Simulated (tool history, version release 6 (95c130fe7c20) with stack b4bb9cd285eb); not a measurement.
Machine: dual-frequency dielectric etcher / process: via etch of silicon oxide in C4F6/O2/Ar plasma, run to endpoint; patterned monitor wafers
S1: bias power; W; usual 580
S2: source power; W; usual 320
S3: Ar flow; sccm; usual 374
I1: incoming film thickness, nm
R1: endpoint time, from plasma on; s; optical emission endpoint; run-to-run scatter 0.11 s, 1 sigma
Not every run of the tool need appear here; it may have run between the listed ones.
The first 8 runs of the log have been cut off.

| run | hour | S1 | S2 | S3 | I1 | R1 |
|---|---|---|---|---|---|---|
|  | 336.1 | upper electrode replaced |
| 9 | 357.0 | 456 | 360 | 313 | 148.8 | 34.5 |
|  | 385.3 | source power generator calibrated |
| 10 | 385.8 | 685 | 320 | 374 | 149.4 | 33.1 |
| 11 | 411.2 | 452 | 380 | 319 | 148.1 | 34.4 |
| 12 | 477.7 | 456 | 360 | 313 | 146.6 | 34.4 |
|  | 543.0 | wet clean of the chamber |
| 13 | 543.5 | 580 | 320 | 374 | 149.0 | 34.6 |
| 14 | 584.5 | 580 | 320 | 374 | 146.9 | 34.0 |
|  | 606.9 | Ar flow controller replaced |
| 15 | 620.3 | 580 | 320 | 374 | 148.0 | 34.2 |
| 16 | 668.6 | 580 | 320 | 374 | 146.0 | 33.6 |
|  | 692.9 | bias power generator calibrated |
| 17 | 732.4 | 715 | 320 | 331 | 147.7 | 32.0 |
| 18 | 775.9 | 580 | 320 | 374 | 148.5 | 34.9 |
| 19 | 832.1 | 580 | 320 | 374 | 147.8 | 34.8 |
| 20 | 880.2 | 580 | 320 | 410 | 147.7 | 35.3 |
| 21 | 946.8 | 580 | 320 | 374 | 147.4 | 34.7 |
| 22 | 993.9 | 580 | 320 | 374 | 148.7 | 34.8 |
| 23 | 1043.0 | 580 | 320 | 438 | 146.9 | 35.1 |
| 24 | 1103.8 | 489 | 300 | 402 | 148.9 | 38.0 |
| 25 | 1130.3 | 580 | 320 | 403 | 149.7 | 35.2 |
|  | 1163.8 | wet clean of the chamber |
| 26 | 1198.7 | 702 | 320 | 374 | 147.4 | 32.5 |
| 27 | 1261.9 | 580 | 320 | 374 | 147.0 | 34.5 |
| 28 | 1288.4 | 442 | 320 | 374 | 148.5 | 37.7 |
| 29 | 1327.1 | 580 | 340 | 285 | 149.1 | 33.0 |
| 30 | 1359.3 | 637 | 380 | 374 | 148.9 | 32.1 |

What if the next run were any one of these 3? Each begins from the tool's condition after run 30:
| A | 1359.7 | 580 | 320 | 374 | 146.6 | ? |
| B | 1359.7 | 650 | 250 | 303 | 146.6 | ? |
| C | 1359.7 | 456 | 320 | 374 | 146.6 | ? |

| run | R1 |
|---|---|
| A | 34.2 |
| B | 34.7 |
| C | 36.8 |
What these runs would have given with no unlogged condition in the tool:
| run | R1 |
|---|---|
| A | 34.6 |
| B | 35.1 |
| C | 37.2 |

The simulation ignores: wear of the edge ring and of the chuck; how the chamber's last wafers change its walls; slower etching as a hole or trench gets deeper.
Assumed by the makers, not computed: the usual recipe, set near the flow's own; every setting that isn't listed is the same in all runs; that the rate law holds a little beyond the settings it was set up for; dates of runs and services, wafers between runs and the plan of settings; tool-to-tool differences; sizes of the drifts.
